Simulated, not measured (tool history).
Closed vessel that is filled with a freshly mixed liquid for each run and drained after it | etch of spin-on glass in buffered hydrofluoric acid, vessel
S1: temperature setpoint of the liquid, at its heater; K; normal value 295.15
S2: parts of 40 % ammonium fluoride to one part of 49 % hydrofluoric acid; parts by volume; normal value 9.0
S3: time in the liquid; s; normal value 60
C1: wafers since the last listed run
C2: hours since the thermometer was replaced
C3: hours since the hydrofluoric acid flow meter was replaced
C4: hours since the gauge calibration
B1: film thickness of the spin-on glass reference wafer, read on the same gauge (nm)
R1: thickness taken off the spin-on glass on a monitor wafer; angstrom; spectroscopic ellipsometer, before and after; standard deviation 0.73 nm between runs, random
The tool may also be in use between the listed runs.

run     day      S1    S2  S3    C1      C2      C3     C4     B1      R1
  1   0.000  297.15   9.0  60     0  2472.9  2141.1  210.3  60.01  2089.3
  2   0.862  295.15  11.0  60  2014  2493.6  2161.8  231.0  59.99  1535.3
  3   1.625  295.15  11.0  60  1780  2511.9  2180.1  249.3  60.05  1522.5
  4   2.692  295.15  11.0  60  2491  2537.5  2205.7  274.9  60.01  1509.7
  5   3.979  295.15   9.0  60  3006  2568.4  2236.6  305.8  59.95  1840.0
  6   5.000  295.15   9.0  60  2384  2592.9  2261.1  330.3  60.02  1831.9
      5.088  -- thermometer replaced
  7   6.396  295.15   9.0  60  3162    31.4  2294.6  363.8  59.99  2196.9
  8   7.475  300.15  12.5  40  2520    57.3  2320.5  389.7  60.01  1382.7
  9   8.617  291.65  11.5  60  2666    84.7  2347.9  417.1  60.02  1397.8
 10   9.521  299.65  10.5  60  2111   106.4  2369.6  438.8  60.01  2370.0
 11  10.638  292.65  11.5  75  2607   133.2  2396.4  465.6  60.07  1850.7
 12  11.604  291.15   9.0  60  2257   156.4  2419.6  488.8  60.02  1717.0
     11.683  -- hydrofluoric acid flow meter replaced
     12.050  -- gauge calibrated
 13  13.100  295.15   7.0  50  3395   192.3    34.0   25.2  60.04  2580.2
 14  14.479  297.65   9.0  60  3220   225.4    67.1   58.3  60.02  2718.6
 15  15.538  295.15   9.0  60  2471   250.8    92.5   83.7  60.03  2359.3

Here are 3 independent what-if runs from the current tool condition. What would each one return?
  A  15.567  295.15   9.0  75  68  251.5  93.2  84.4   ?   ?
  B  15.567  295.15   9.0  90  68  251.5  93.2  84.4   ?   ?
  C  15.567  291.15  12.0  60  68  251.5  93.2  84.4   ?   ?

run     B1      R1
  A  59.99  2949.8
  B  59.99  3539.8
  C  59.99  1470.8
What these runs would have given with no unlogged condition in the tool:
run      R1
  A  3032.4
  B  3638.9
  C  1518.9
